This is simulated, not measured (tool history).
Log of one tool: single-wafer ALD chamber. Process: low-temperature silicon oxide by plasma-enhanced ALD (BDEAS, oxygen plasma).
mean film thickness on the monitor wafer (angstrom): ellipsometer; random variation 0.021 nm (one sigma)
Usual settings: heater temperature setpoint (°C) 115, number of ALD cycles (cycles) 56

run	hour	heater temperature setpoint (°C)	number of ALD cycles (cycles)	wafers since the last listed run	hours since the last thermocouple change	hours since the gauge calibration	read-back reference wafer on the same gauge, thickness_nm	mean film thickness on the monitor wafer (angstrom)
1	0.0	115	56	0	1111.7	116.0	9.614	82.32
2	15.8	115	56	101	1127.5	131.8	9.622	82.09
3	27.8	111	56	76	1139.5	143.8	9.623	82.84
4	38.4	111	56	67	1150.1	154.4	9.619	82.71
5	48.5	115	56	64	1160.2	164.5	9.616	82.23
6	64.1	115	56	99	1175.8	180.1	9.623	81.84
7	116.4	115	56	334	1228.1	232.4	9.622	82.29
8	133.7	115	56	110	1245.4	249.7	9.622	82.19
9	145.0	106	50	72	1256.7	261.0	9.618	74.52
10	155.8	106	50	69	1267.5	271.8	9.623	74.64
11	169.8	106	50	89	1281.5	285.8	9.623	74.49
12	183.4	110	56	86	1295.1	299.4	9.620	82.83
13	191.3	110	56	50	1303.0	307.3	9.611	83.31
14	200.9	115	65	61	1312.6	316.9	9.622	94.84
15	217.0	119	56	102	1328.7	333.0	9.619	81.44
# hour 232.2: thermocouple changed; heater temperature recalibrated
16	235.0	130	63	63	2.8	351.0	9.619	90.33
17	247.6	115	56	80	15.4	363.6	9.625	82.04
18	262.0	115	56	92	29.8	378.0	9.615	82.16
# hour 264.7: gauge calibrated
19	270.8	115	56	56	38.6	6.1	9.620	82.19
20	278.9	124	65	51	46.7	14.2	9.619	94.09
21	296.6	125	59	113	64.4	31.9	9.628	85.33
22	304.3	115	51	49	72.1	39.6	9.623	74.99
23	311.8	108	67	47	79.6	47.1	9.621	99.51
24	323.5	115	49	74	91.3	58.8	9.621	71.65
25	329.9	126	56	40	97.7	65.2	9.628	80.12
26	340.5	115	60	67	108.3	75.8	9.625	87.91
27	364.3	128	59	152	132.1	99.6	9.617	84.29
28	377.3	128	47	83	145.1	112.6	9.620	67.35

The tool's hidden state at each run:
wafer temperature above the value expected at the setpoint (K): 0 in every run
gauge reads high (%): 0 in every run
